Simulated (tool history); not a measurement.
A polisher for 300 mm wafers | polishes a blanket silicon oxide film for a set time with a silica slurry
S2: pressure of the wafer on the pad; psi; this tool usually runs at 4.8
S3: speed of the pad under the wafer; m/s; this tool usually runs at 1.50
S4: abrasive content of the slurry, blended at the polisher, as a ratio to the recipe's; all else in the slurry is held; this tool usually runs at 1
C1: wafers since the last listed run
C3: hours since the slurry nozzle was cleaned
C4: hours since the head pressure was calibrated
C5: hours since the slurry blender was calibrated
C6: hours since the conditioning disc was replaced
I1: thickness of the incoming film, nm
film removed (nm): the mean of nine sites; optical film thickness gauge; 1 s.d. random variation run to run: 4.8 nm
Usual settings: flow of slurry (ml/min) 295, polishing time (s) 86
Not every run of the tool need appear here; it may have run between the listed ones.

Run 1, hour 0.0: usual settings; C1 0; wafers polished on this pad 493; C3 25.1; C4 1116.4; C5 213.8; C6 280.0; I1 1666.7. Result: film removed (nm) 361.5.
Run 2, hour 19.8: usual settings; C1 124; wafers polished on this pad 617; C3 44.9; C4 1136.2; C5 233.6; C6 299.8; I1 1694.9. Result: film removed (nm) 347.5.
Run 3, hour 50.4: usual settings; C1 191; wafers polished on this pad 808; C3 75.5; C4 1166.8; C5 264.2; C6 330.4; I1 1685.0. Result: film removed (nm) 345.3.
Run 4, hour 63.0: usual settings but S3 1.72 m/s; C1 78; wafers polished on this pad 887; C3 88.1; C4 1179.4; C5 276.8; C6 343.0; I1 1679.7. Result: film removed (nm) 381.4.
Run 5, hour 81.3: usual settings but S3 1.72 m/s; C1 114; wafers polished on this pad 1002; C3 106.4; C4 1197.7; C5 295.1; C6 361.3; I1 1724.1. Result: film removed (nm) 379.9.
At hour 92.3: worn pad replaced by a new one.
Run 6, hour 102.4: usual settings; C1 107; wafers polished on this pad 62; C3 127.5; C4 1218.8; C5 316.2; C6 382.4; I1 1718.8. Result: film removed (nm) 335.4.
At hour 112.3: conditioning disc replaced and pad reconditioned.
At hour 133.6: head pressure recalibrated.
Run 7, hour 135.7: usual settings; C1 183; wafers polished on this pad 246; C3 160.8; C4 2.1; C5 349.5; C6 23.4; I1 1657.6. Result: film removed (nm) 333.9.
Run 8, hour 160.5: usual settings; C1 155; wafers polished on this pad 401; C3 185.6; C4 26.9; C5 374.3; C6 48.2; I1 1689.7. Result: film removed (nm) 321.4.
Run 9, hour 183.9: usual settings but flow of slurry (ml/min) 195; C1 146; wafers polished on this pad 548; C3 209.0; C4 50.3; C5 397.7; C6 71.6; I1 1662.1. Result: film removed (nm) 315.1.
Run 10, hour 207.1: usual settings but S2 4.3 psi, S3 1.14 m/s; C1 145; wafers polished on this pad 693; C3 232.2; C4 73.5; C5 420.9; C6 94.8; I1 1699.7. Result: film removed (nm) 227.2.
At hour 232.4: worn pad replaced by a new one, of another model than before.
Run 11, hour 232.9: usual settings but flow of slurry (ml/min) 195, S2 5.9 psi, S3 1.68 m/s, polishing time (s) 60; C1 136; wafers polished on this pad 3; C3 258.0; C4 99.3; C5 446.7; C6 120.6; I1 1698.5. Result: film removed (nm) 274.8.
At hour 243.8: slurry blender recalibrated.
At hour 244.8: slurry nozzle cleaned.
Run 12, hour 263.6: usual settings but flow of slurry (ml/min) 265, S3 1.64 m/s; C1 173; wafers polished on this pad 176; C3 18.8; C4 130.0; C5 19.8; C6 151.3; I1 1669.2. Result: film removed (nm) 404.2.
Run 13, hour 286.8: usual settings but flow of slurry (ml/min) 320, S2 3.9 psi; C1 145; wafers polished on this pad 322; C3 42.0; C4 153.2; C5 43.0; C6 174.5; I1 1679.6. Result: film removed (nm) 328.0.
Run 14, hour 322.4: usual settings but flow of slurry (ml/min) 260; C1 223; wafers polished on this pad 545; C3 77.6; C4 188.8; C5 78.6; C6 210.1; I1 1667.2. Result: film removed (nm) 373.3.

What does the tool deliver on the next run?
Run 15, hour 352.1: usual settings; C1 186; wafers polished on this pad 731; C3 107.3; C4 218.5; C5 108.3; C6 239.8; I1 1689.8. Result: film removed (nm) ?.

film removed (nm): 365.3
The same run, on a tool lacking any hidden state, would have yielded film removed (nm) 382.6.
